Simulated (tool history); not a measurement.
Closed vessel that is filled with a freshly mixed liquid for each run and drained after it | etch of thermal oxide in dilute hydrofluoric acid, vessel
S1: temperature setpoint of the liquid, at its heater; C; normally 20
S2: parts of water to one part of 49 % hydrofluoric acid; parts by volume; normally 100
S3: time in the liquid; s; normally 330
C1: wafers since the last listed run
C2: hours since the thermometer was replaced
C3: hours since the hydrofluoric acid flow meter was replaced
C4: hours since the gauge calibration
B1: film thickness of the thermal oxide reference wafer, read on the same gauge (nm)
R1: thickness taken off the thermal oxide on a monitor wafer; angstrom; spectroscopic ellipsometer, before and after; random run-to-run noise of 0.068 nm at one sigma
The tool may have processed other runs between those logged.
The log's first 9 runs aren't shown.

run    hour    S1   S2   S3    C1     C2      C3      C4      B1     R1
        606  -- thermometer replaced
 10   632.3    20  100  250  6314   26.3  1685.2   710.4  129.99  107.5
 11   739.8    20  100  460  6997  133.8  1792.7   817.9     130  198.2
 12   819.9    20  100  460  5213  213.9  1872.8     898  129.99  199.4
 13   889.2    20  100  330  4510  283.2  1942.1   967.3  129.99  141.7
 14   956.7    20  100  330  4393  350.7  2009.6  1034.8  129.98    143
 15  1004.2    20  115  435  3091  398.2  2057.1  1082.3  130.02  160.1
 16  1085.3    20  115  435  5279  479.3  2138.2  1163.4  130.03  161.8
 17  1156.6  23.5  145  490  4641  550.6  2209.5  1234.7  129.98  159.6
 18  1224.7    17   65  380  4432  618.7  2277.6  1302.8  130.02  231.7
 19  1285.1  21.5   65  330  3931  679.1    2338  1363.2  130.03  242.2
 20    1383    18   70  520  6372    777  2435.9  1461.1  129.97  305.1
     1442.1  -- hydrofluoric acid flow meter replaced
 21  1469.1    20  115  435  5539  863.1      27  1547.2  130.03  161.7
     1540.4  -- thermometer replaced
 22  1553.6    22   65  330  5435   13.2   111.5  1631.7  129.94  248.5
 23  1650.8    24  145  330  6327  110.4   208.7  1728.9  130.04  109.3
 24  1691.3    20  100  330  2636  150.9   249.2  1769.4  129.99  143.4
     1787.4  -- gauge calibrated
 25  1797.3    17   55  525  6899  256.9   355.2     9.9  129.99  380.2
 26  1849.9    20  100  140  3423  309.5   407.8    62.5  130.02   61.1
 27    1922    20  100  330  4693  381.6   479.9   134.6  129.97  144.2
 28  1966.1    20  100  330  2870  425.7     524   178.7     130  142.8
 29  2046.4    17   55  330  5226    506   604.3     259  129.99  238.6
 30  2104.4    20  100  330  3775    564   662.3     317  130.06  141.4
 31  2173.9    20  100  515  4523  633.5   731.8   386.5  129.97  224.6
 32  2247.8    20  115  435  4810  707.4   805.7   460.4  129.99  162.6
 33  2350.1  21.5  120  330  6659  809.7     908   562.7  130.03  123.5

Consider 4 possible next runs. They are alternatives, not a sequence: every one starts from the tool as it was left by run 33. What does each give?
  A  2350.8    20  100  330  45  810.4  908.7  563.4   ?   ?
  B  2350.8  22.5  100  515  45  810.4  908.7  563.4   ?   ?
  C  2350.8    20   70  160  45  810.4  908.7  563.4   ?   ?
  D  2350.8    20   80  330  45  810.4  908.7  563.4   ?   ?

run      B1     R1
  A  129.99  142.8
  B  129.99  246.7
  C  129.99  102.4
  D  129.99  182.6
Stripped of hidden state, with their random variation kept, the same runs would have yielded:
run     R1
  A  142.8
  B  246.7
  C  102.4
  D  182.6
